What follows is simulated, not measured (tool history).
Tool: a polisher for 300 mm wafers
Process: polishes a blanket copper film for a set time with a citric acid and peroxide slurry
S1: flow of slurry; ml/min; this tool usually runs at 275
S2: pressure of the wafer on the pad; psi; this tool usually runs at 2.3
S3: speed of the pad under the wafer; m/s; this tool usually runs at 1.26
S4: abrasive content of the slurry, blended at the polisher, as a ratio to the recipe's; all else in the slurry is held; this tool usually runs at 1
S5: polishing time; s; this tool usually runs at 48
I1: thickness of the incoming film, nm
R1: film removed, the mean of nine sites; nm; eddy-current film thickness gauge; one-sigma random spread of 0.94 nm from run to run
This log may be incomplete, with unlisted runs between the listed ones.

| run | hour | S1 | S2 | S3 | S4 | S5 | I1 | R1 |
|---|---|---|---|---|---|---|---|---|
| 1 | 0 | 275 | 2.3 | 1.26 | 1 | 48 | 614.4 | 114.9 |
|  | 22.7 | worn pad replaced by a new one |
| 2 | 35.2 | 275 | 2.3 | 1.26 | 1 | 48 | 626.4 | 119.7 |
| 3 | 62.6 | 275 | 2.3 | 1.26 | 1 | 48 | 627.2 | 118.3 |
| 4 | 91.1 | 275 | 2.3 | 1.26 | 1 | 48 | 622.6 | 116.5 |
| 5 | 114 | 275 | 2.3 | 1.26 | 1 | 48 | 608.1 | 115.5 |
|  | 149.7 | worn pad replaced by a new one |
| 6 | 150.2 | 275 | 2.3 | 1.26 | 1 | 48 | 626.6 | 120.7 |
|  | 154.9 | slurry blender recalibrated |
| 7 | 172 | 275 | 2.3 | 1.26 | 1 | 48 | 633.7 | 118.7 |
| 8 | 188.2 | 275 | 2.3 | 1.26 | 1 | 48 | 618 | 119.5 |
| 9 | 223.6 | 235 | 2.3 | 1.26 | 1 | 48 | 612.6 | 113.1 |
| 10 | 244.7 | 235 | 2.3 | 1.26 | 1 | 48 | 612 | 114.3 |
| 11 | 267 | 235 | 2.3 | 1.26 | 1 | 48 | 625.5 | 110.7 |
|  | 288.8 | worn pad replaced by a new one |
| 12 | 294.2 | 275 | 2.3 | 1.26 | 1 | 48 | 628.6 | 118.5 |
| 13 | 317.9 | 275 | 2.3 | 1.26 | 1 | 48 | 617.6 | 118.2 |
| 14 | 334.5 | 275 | 2.3 | 1.26 | 1 | 48 | 620.3 | 117.3 |
| 15 | 362.4 | 195 | 1.9 | 0.82 | 0.75 | 48 | 618 | 57.3 |

Expected results for the next run?
| 16 | 380.7 | 275 | 2.3 | 1.26 | 1 | 48 | 617.9 | ? |

Run 16 gave R1 113.6 nm.
With the hidden condition absent and the run-to-run variation left alone, this run would have shown R1 118.2 nm.
